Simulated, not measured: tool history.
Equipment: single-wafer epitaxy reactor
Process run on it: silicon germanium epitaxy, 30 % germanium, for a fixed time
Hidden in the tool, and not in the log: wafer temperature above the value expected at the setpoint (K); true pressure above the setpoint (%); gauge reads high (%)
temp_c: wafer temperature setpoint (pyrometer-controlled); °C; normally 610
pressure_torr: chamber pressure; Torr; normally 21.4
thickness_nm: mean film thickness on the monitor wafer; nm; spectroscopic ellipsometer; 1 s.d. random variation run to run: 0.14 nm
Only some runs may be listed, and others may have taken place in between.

run,hour,temp_c,pressure_torr,wafers since the last listed run,hours since the last pyrometer calibration,hours since the last manometer calibration,hours since the showerhead was replaced,hours since the gauge calibration,"read-back reference wafer on the same gauge, thickness_nm",thickness_nm
1,0,610,21.4,0,46.2,502.4,5621.1,517.1,74.8,68.028
2,54.5,610,21.4,1080,100.7,556.9,5675.6,571.6,74.816,67.604
3,190.4,610,24.6,2694,236.6,692.8,5811.5,707.5,74.89,72.668
4,228.3,610,24.6,751,274.5,730.7,5849.4,745.4,74.789,72.381
5,301.3,610,21.4,1447,347.5,803.7,5922.4,818.4,74.783,67.557
6,372.3,610,21.4,1407,418.5,874.7,5993.4,889.4,74.845,67.314
7,412.6,610,21.4,799,458.8,915,6033.7,929.7,74.881,67.277
8,491.6,610,21.4,1566,537.8,994,6112.7,1008.7,74.867,67.15
9,549.9,610,21.4,1155,596.1,1052.3,6171,1067,74.777,67.305
10,652.6,610,21.4,2036,698.8,1155,6273.7,1169.7,74.835,66.968
11,723,610,21.4,1395,769.2,1225.4,6344.1,1240.1,74.81,67.112
12,820.3,610,21.4,1929,866.5,1322.7,6441.4,1337.4,74.89,66.967
# hour 838.7: showerhead replaced, of another model than before
# hour 875.6: gauge calibrated
13,877.4,610,21.4,973,923.6,1379.8,38.7,1.8,74.81,67.116
14,957.1,610,21.4,1580,1003.3,1459.5,118.4,81.5,74.856,66.934
15,1017,615,21.4,1187,1063.2,1519.4,178.3,141.4,74.792,73.425
16,1060.1,615,21.4,854,1106.3,1562.5,221.4,184.5,74.806,73.208
17,1097.4,610,21.4,739,1143.6,1599.8,258.7,221.8,74.853,66.919
18,1154.2,595,21.4,1126,1200.4,1656.6,315.5,278.6,74.82,50.732
19,1256.6,610,21.4,2030,1302.8,1759,417.9,381,74.783,66.967
20,1317.3,617,24.3,1203,1363.5,1819.7,478.6,441.7,74.735,80.047
# hour 1360.8: pyrometer calibrated
21,1400.8,610,19.8,1496,40,1903.2,562.1,525.2,74.783,65.929
22,1446.4,610,21.4,904,85.6,1948.8,607.7,570.8,74.803,67.665
# hour 1484.2: capacitance manometer re-zeroed and calibrated
23,1514.4,610,25.7,1189,153.6,30.2,675.7,638.8,74.817,72.512
24,1559.8,614,23.3,900,199,75.6,721.1,684.2,74.791,75.113
25,1660.9,605,26.3,2004,300.1,176.7,822.2,785.3,74.822,66.741
26,1727.1,610,23.9,1312,366.3,242.9,888.4,851.5,74.774,70.021
27,1764.1,615,21.4,733,403.3,279.9,925.4,888.5,74.831,73.815
28,1826.6,610,21.4,1239,465.8,342.4,987.9,951,74.751,67.378
29,1867,610,24.4,801,506.2,382.8,1028.3,991.4,74.747,70.743
30,1958.1,605,16.6,1806,597.3,473.9,1119.4,1082.5,74.778,56.013
31,2024.3,610,25.6,1312,663.5,540.1,1185.6,1148.7,74.787,71.95
32,2109.6,610,19.8,1691,748.8,625.4,1270.9,1234,74.8,65.347

Hidden state or all else? Some run-to-run changes of thickness_nm, split into what the settings, what came in and random variation would give without the hidden state, and what is left for the hidden state (with any gauge scatter that isn't in both results):
Run 2 -> 3: pressure_torr 21.4 -> 24.6. thickness_nm +5.064 nm: hidden state -0.251, all else +5.315.
Run 17 -> 18: temp_c 610 -> 595. thickness_nm -16.187 nm: hidden state +0.205, all else -16.392.
Run 18 -> 19: temp_c 595 -> 610. thickness_nm +16.235 nm: hidden state -0.241, all else +16.476.
Run 20 -> 21: temp_c 617 -> 610, pressure_torr 24.3 -> 19.8, pyrometer calibrated. thickness_nm -14.118 nm: hidden state +1.15, all else -15.268.
Run 30 -> 31: temp_c 605 -> 610, pressure_torr 16.6 -> 25.6. thickness_nm +15.937 nm: hidden state -0.228, all else +16.165.
